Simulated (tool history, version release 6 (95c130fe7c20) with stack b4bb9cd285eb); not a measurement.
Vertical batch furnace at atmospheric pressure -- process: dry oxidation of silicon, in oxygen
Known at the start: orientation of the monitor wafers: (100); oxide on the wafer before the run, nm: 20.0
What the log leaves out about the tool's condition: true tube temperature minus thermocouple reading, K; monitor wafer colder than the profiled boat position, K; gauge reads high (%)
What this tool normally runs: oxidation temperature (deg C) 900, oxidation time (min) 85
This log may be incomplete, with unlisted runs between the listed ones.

| run | hour | oxidation temperature (deg C) | oxidation time (min) | wafers since the last listed run | hours since the last temperature calibration | hours since the boat lift was adjusted | hours since the gauge calibration | read-back reference wafer on the same gauge, thickness | oxide thickness on the monitor wafer (nm) |
|---|---|---|---|---|---|---|---|---|---|
| 1 | 0 | 900 | 85 | 0 | 1399.8 | 5043.4 | 128.2 | 35.8 | 36.39 |
|  | 33.3 | gauge calibrated |
| 2 | 67.2 | 915 | 85 | 1095 | 1467 | 5110.6 | 33.9 | 35.79 | 40.16 |
| 3 | 84.8 | 915 | 85 | 287 | 1484.6 | 5128.2 | 51.5 | 35.79 | 40.25 |
| 4 | 107.3 | 915 | 85 | 366 | 1507.1 | 5150.7 | 74 | 35.8 | 40.19 |
| 5 | 127.8 | 900 | 85 | 334 | 1527.6 | 5171.2 | 94.5 | 35.8 | 36.4 |
| 6 | 143.2 | 900 | 85 | 251 | 1543 | 5186.6 | 109.9 | 35.8 | 36.52 |
|  | 176.6 | thermocouples replaced and temperature profile calibrated |
| 7 | 177.1 | 900 | 85 | 161 | 0.5 | 5220.5 | 143.8 | 35.8 | 35.44 |
| 8 | 182.5 | 900 | 85 | 88 | 5.9 | 5225.9 | 149.2 | 35.81 | 35.46 |
|  | 185.6 | gauge calibrated |
| 9 | 187.9 | 900 | 85 | 88 | 11.3 | 5231.3 | 2.3 | 35.8 | 35.47 |
| 10 | 203.7 | 900 | 85 | 257 | 27.1 | 5247.1 | 18.1 | 35.8 | 35.51 |

Run 11 is up next; what results do you expect?
| 11 | 218.5 | 908 | 47 | 241 | 41.9 | 5261.9 | 32.9 | ? | ? |

read-back reference wafer on the same gauge, thickness: 35.8
oxide thickness on the monitor wafer (nm): 30.22
If the tool had no hidden condition, the same run with the same run-to-run variation would have returned oxide thickness on the monitor wafer (nm) 30.15.
